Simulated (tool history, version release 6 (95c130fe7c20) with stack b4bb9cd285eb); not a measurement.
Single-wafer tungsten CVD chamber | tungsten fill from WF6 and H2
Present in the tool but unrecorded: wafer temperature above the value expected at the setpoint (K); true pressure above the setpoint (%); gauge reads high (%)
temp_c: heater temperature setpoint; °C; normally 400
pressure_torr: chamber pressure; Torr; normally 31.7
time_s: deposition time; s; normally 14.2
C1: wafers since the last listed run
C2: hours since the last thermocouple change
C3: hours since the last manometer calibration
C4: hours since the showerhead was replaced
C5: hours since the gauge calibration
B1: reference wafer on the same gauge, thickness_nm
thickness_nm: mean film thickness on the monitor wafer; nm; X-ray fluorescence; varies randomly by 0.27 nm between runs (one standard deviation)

run 1 hour=0.0 | temp_c=400 pressure_torr=31.7 time_s=13.2 | C1=0 C2=1053.5 C3=1955.5 C4=3745.9 C5=296.2 | B1=38.037 | thickness_nm=43.068
run 2 hour=24.8 | temp_c=400 pressure_torr=31.7 time_s=13.2 | C1=1046 C2=1078.3 C3=1980.3 C4=3770.7 C5=321.0 | B1=38.165 | thickness_nm=42.317
run 3 hour=50.2 | temp_c=400 pressure_torr=31.7 time_s=14.2 | C1=1072 C2=1103.7 C3=2005.7 C4=3796.1 C5=346.4 | B1=38.122 | thickness_nm=45.499
run 4 hour=72.6 | temp_c=400 pressure_torr=31.7 time_s=14.2 | C1=945 C2=1126.1 C3=2028.1 C4=3818.5 C5=368.8 | B1=38.141 | thickness_nm=45.766
run 5 hour=103.3 | temp_c=400 pressure_torr=31.7 time_s=16.3 | C1=1295 C2=1156.8 C3=2058.8 C4=3849.2 C5=399.5 | B1=38.122 | thickness_nm=52.472
run 6 hour=119.2 | temp_c=400 pressure_torr=31.7 time_s=14.2 | C1=671 C2=1172.7 C3=2074.7 C4=3865.1 C5=415.4 | B1=38.157 | thickness_nm=45.269
run 7 hour=132.2 | temp_c=400 pressure_torr=31.7 time_s=15.1 | C1=548 C2=1185.7 C3=2087.7 C4=3878.1 C5=428.4 | B1=38.173 | thickness_nm=48.879
run 8 hour=167.3 | temp_c=400 pressure_torr=31.7 time_s=15.1 | C1=1481 C2=1220.8 C3=2122.8 C4=3913.2 C5=463.5 | B1=38.189 | thickness_nm=48.805
run 9 hour=180.2 | temp_c=400 pressure_torr=31.7 time_s=15.1 | C1=544 C2=1233.7 C3=2135.7 C4=3926.1 C5=476.4 | B1=38.177 | thickness_nm=49.192
-- hour=203.4 thermocouple changed; heater temperature recalibrated
run 10 hour=204.0 | temp_c=400 pressure_torr=31.7 time_s=14.2 | C1=666 C2=0.6 C3=2159.5 C4=3949.9 C5=500.2 | B1=38.252 | thickness_nm=46.191
run 11 hour=223.7 | temp_c=393 pressure_torr=31.7 time_s=14.2 | C1=831 C2=20.3 C3=2179.2 C4=3969.6 C5=519.9 | B1=38.287 | thickness_nm=41.102
run 12 hour=254.4 | temp_c=400 pressure_torr=31.7 time_s=14.2 | C1=1295 C2=51.0 C3=2209.9 C4=4000.3 C5=550.6 | B1=38.174 | thickness_nm=46.021
run 13 hour=285.3 | temp_c=385 pressure_torr=34.5 time_s=15.5 | C1=1304 C2=81.9 C3=2240.8 C4=4031.2 C5=581.5 | B1=38.305 | thickness_nm=40.230
-- hour=305.2 capacitance manometer re-zeroed and calibrated
run 14 hour=307.2 | temp_c=404 pressure_torr=31.7 time_s=14.2 | C1=586 C2=103.8 C3=2.0 C4=4053.1 C5=603.4 | B1=38.263 | thickness_nm=49.286
-- hour=315.5 gauge calibrated
run 15 hour=337.5 | temp_c=386 pressure_torr=37.5 time_s=12.4 | C1=1279 C2=134.1 C3=32.3 C4=4083.4 C5=22.0 | B1=37.394 | thickness_nm=33.357
run 16 hour=356.7 | temp_c=400 pressure_torr=31.7 time_s=14.2 | C1=810 C2=153.3 C3=51.5 C4=4102.6 C5=41.2 | B1=37.494 | thickness_nm=45.185
run 17 hour=372.1 | temp_c=409 pressure_torr=38.9 time_s=12.6 | C1=650 C2=168.7 C3=66.9 C4=4118.0 C5=56.6 | B1=37.494 | thickness_nm=50.813
run 18 hour=399.1 | temp_c=400 pressure_torr=25.1 time_s=15.8 | C1=1139 C2=195.7 C3=93.9 C4=4145.0 C5=83.6 | B1=37.551 | thickness_nm=45.216
run 19 hour=419.4 | temp_c=400 pressure_torr=31.7 time_s=14.2 | C1=856 C2=216.0 C3=114.2 C4=4165.3 C5=103.9 | B1=37.698 | thickness_nm=45.127
run 20 hour=434.1 | temp_c=400 pressure_torr=31.7 time_s=14.2 | C1=620 C2=230.7 C3=128.9 C4=4180.0 C5=118.6 | B1=37.722 | thickness_nm=44.998
-- hour=468.8 showerhead replaced
run 21 hour=469.3 | temp_c=400 pressure_torr=31.7 time_s=13.2 | C1=1148 C2=265.9 C3=164.1 C4=0.5 C5=153.8 | B1=37.850 | thickness_nm=42.427
run 22 hour=482.8 | temp_c=395 pressure_torr=38.7 time_s=15.2 | C1=569 C2=279.4 C3=177.6 C4=14.0 C5=167.3 | B1=37.838 | thickness_nm=48.900
run 23 hour=502.7 | temp_c=389 pressure_torr=36.5 time_s=15.4 | C1=840 C2=299.3 C3=197.5 C4=33.9 C5=187.2 | B1=37.918 | thickness_nm=43.438
run 24 hour=595.8 | temp_c=400 pressure_torr=38.6 time_s=15.6 | C1=3930 C2=392.4 C3=290.6 C4=127.0 C5=280.3 | B1=38.037 | thickness_nm=54.598
run 25 hour=613.2 | temp_c=400 pressure_torr=31.7 time_s=14.2 | C1=734 C2=409.8 C3=308.0 C4=144.4 C5=297.7 | B1=38.110 | thickness_nm=45.674

Predict each of these 5 candidate next runs independently; none follows another, all start after run 25:
run A hour=613.6 | temp_c=400 pressure_torr=31.7 time_s=14.2 | C1=16 C2=410.2 C3=308.4 C4=144.8 C5=298.1 | B1=? | thickness_nm=?
run B hour=613.6 | temp_c=400 pressure_torr=31.7 time_s=16.2 | C1=16 C2=410.2 C3=308.4 C4=144.8 C5=298.1 | B1=? | thickness_nm=?
run C hour=613.6 | temp_c=386 pressure_torr=38.5 time_s=16.2 | C1=16 C2=410.2 C3=308.4 C4=144.8 C5=298.1 | B1=? | thickness_nm=?
run D hour=613.6 | temp_c=400 pressure_torr=24.8 time_s=15.2 | C1=16 C2=410.2 C3=308.4 C4=144.8 C5=298.1 | B1=? | thickness_nm=?
run E hour=613.6 | temp_c=400 pressure_torr=31.7 time_s=13.4 | C1=16 C2=410.2 C3=308.4 C4=144.8 C5=298.1 | B1=? | thickness_nm=?

run=A B1=38.023 thickness_nm=45.376
run=B B1=38.023 thickness_nm=51.797
run=C B1=38.023 thickness_nm=44.484
run=D B1=38.023 thickness_nm=43.632
run=E B1=38.023 thickness_nm=42.809
The same runs, with their run-to-run variation unchanged, on a tool lacking any hidden condition would have given:
run=A thickness_nm=44.454
run=B thickness_nm=50.745
run=C thickness_nm=43.580
run=D thickness_nm=42.746
run=E thickness_nm=41.939
